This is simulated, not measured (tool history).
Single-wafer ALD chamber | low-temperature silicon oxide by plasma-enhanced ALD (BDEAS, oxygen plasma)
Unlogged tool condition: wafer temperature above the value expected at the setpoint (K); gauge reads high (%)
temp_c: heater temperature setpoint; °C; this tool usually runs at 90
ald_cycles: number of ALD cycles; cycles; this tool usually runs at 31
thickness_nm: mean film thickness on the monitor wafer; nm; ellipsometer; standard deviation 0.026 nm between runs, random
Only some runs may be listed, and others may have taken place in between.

| run | hour | temp_c | ald_cycles | wafers since the last listed run | hours since the last thermocouple change | hours since the gauge calibration | read-back reference wafer on the same gauge, thickness_nm | thickness_nm |
|---|---|---|---|---|---|---|---|---|
| 1 | 0 | 90 | 31 | 0 | 957.4 | 707.6 | 5.325 | 4.8 |
| 2 | 71.4 | 90 | 31 | 656 | 1028.8 | 779 | 5.329 | 4.878 |
| 3 | 133.8 | 101 | 31 | 574 | 1091.2 | 841.4 | 5.334 | 4.622 |
| 4 | 204 | 101 | 31 | 645 | 1161.4 | 911.6 | 5.346 | 4.651 |
| 5 | 274 | 90 | 31 | 644 | 1231.4 | 981.6 | 5.349 | 4.795 |
| 6 | 343.1 | 81 | 31 | 635 | 1300.5 | 1050.7 | 5.356 | 5.034 |
| 7 | 380.4 | 81 | 31 | 343 | 1337.8 | 1088 | 5.354 | 4.939 |
| 8 | 404.4 | 100 | 31 | 220 | 1361.8 | 1112 | 5.36 | 4.654 |
| 9 | 464.2 | 100 | 31 | 550 | 1421.6 | 1171.8 | 5.365 | 4.653 |
| 10 | 491.1 | 100 | 31 | 247 | 1448.5 | 1198.7 | 5.369 | 4.677 |
| 11 | 518.8 | 90 | 31 | 254 | 1476.2 | 1226.4 | 5.353 | 4.859 |
| 12 | 576.5 | 82 | 26 | 530 | 1533.9 | 1284.1 | 5.356 | 4.189 |
|  | 636.3 | gauge calibrated |
| 13 | 638.9 | 90 | 31 | 574 | 1596.3 | 2.6 | 5.093 | 4.596 |
| 14 | 709.7 | 90 | 31 | 651 | 1667.1 | 73.4 | 5.135 | 4.645 |
| 15 | 773.8 | 90 | 31 | 589 | 1731.2 | 137.5 | 5.154 | 4.671 |
|  | 799 | thermocouple changed; heater temperature recalibrated |
| 16 | 824.6 | 81 | 28 | 393 | 25.6 | 188.3 | 5.187 | 4.373 |
| 17 | 871.2 | 96 | 29 | 428 | 72.2 | 234.9 | 5.199 | 4.279 |
| 18 | 904.4 | 81 | 27 | 305 | 105.4 | 268.1 | 5.223 | 4.24 |
| 19 | 941.4 | 105 | 25 | 340 | 142.4 | 305.1 | 5.229 | 3.58 |
| 20 | 995.4 | 90 | 31 | 496 | 196.4 | 359.1 | 5.233 | 4.766 |
| 21 | 1064.7 | 90 | 34 | 637 | 265.7 | 428.4 | 5.265 | 5.219 |
| 22 | 1090.6 | 84 | 28 | 238 | 291.6 | 454.3 | 5.26 | 4.375 |

For each run, what was the tool's unlogged condition?
wafer temperature above the value expected at the setpoint (K): 0 across all the runs
H1: gauge reads high (%)
| run | H1 |
|---|---|
| 1 | 4.28 |
| 2 | 4.42 |
| 3 | 4.52 |
| 4 | 4.62 |
| 5 | 4.7 |
| 6 | 4.77 |
| 7 | 4.81 |
| 8 | 4.83 |
| 9 | 4.87 |
| 10 | 4.89 |
| 11 | 4.91 |
| 12 | 4.94 |
| 13 | -0.258 |
| 14 | 0.521 |
| 15 | 1.12 |
| 16 | 1.53 |
| 17 | 1.87 |
| 18 | 2.08 |
| 19 | 2.3 |
| 20 | 2.59 |
| 21 | 2.91 |
| 22 | 3.02 |

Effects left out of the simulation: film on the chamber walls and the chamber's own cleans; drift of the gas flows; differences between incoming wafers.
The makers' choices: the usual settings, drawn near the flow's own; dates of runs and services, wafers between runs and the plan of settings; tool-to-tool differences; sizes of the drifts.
